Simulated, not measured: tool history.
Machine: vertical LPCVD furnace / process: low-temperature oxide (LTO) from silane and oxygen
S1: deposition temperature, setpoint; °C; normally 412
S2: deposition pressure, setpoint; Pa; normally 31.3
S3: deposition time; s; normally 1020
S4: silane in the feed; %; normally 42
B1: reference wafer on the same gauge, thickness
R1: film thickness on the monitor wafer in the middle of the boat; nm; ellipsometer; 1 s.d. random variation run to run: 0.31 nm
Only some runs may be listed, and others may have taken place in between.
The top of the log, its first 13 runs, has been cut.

run   hour   S1    S2    S3  S4      B1      R1
 14  186.9  412  38.7   810  48  190.01  243.07
 15  201.9  412  31.3  1020  42  190.01  218.52
 16  218.8  402  31.3  1260  42  189.96  243.44
 17  235.4  412  25.3  1020  46  189.93  193.78
     235.6  -- gauge calibrated
     266.9  -- thermocouples replaced and temperature profile calibrated
 18  267.4  419  33.3   780  48  190.04  206.79
 19  272.0  400  38.0  1410  42  190.09  308.46
 20  276.6  412  31.3  1020  42  189.86  208.65
 21  281.2  412  31.3   780  47  189.84  178.45
 22  295.0  412  31.3  1020  42  189.93  208.68
 23  306.0  412  29.3   900  48  189.96  196.15
 24  320.3  412  31.3  1170  42  190.10  238.78
 25  361.5  412  31.3  1020  42  190.12  208.49
 26  368.3  412  31.3   870  37  190.06  153.61
 27  378.4  412  31.3  1020  34  190.00  161.40
 28  393.6  412  31.3  1020  42  189.99  208.65
 29  409.2  412  38.7   630  42  189.90  159.45
 30  424.9  412  31.3   780  47  189.96  178.66

Here are 5 independent what-if runs from the current tool condition. What would each one return?
  A  429.6  412  31.3  1020  42   ?   ?
  B  429.6  423  26.0   900  34   ?   ?
  C  429.6  422  31.3   840  42   ?   ?
  D  429.6  401  31.3  1380  42   ?   ?
  E  429.6  403  29.3  1020  49   ?   ?

run      B1      R1
  A  190.12  208.14
  B  190.12  132.80
  C  190.12  189.68
  D  190.12  250.73
  E  190.12  206.52
Take away the tool's hidden state, keep each run's random variation, and the runs would have read:
run      R1
  A  206.70
  B  131.86
  C  188.42
  D  248.92
  E  205.13

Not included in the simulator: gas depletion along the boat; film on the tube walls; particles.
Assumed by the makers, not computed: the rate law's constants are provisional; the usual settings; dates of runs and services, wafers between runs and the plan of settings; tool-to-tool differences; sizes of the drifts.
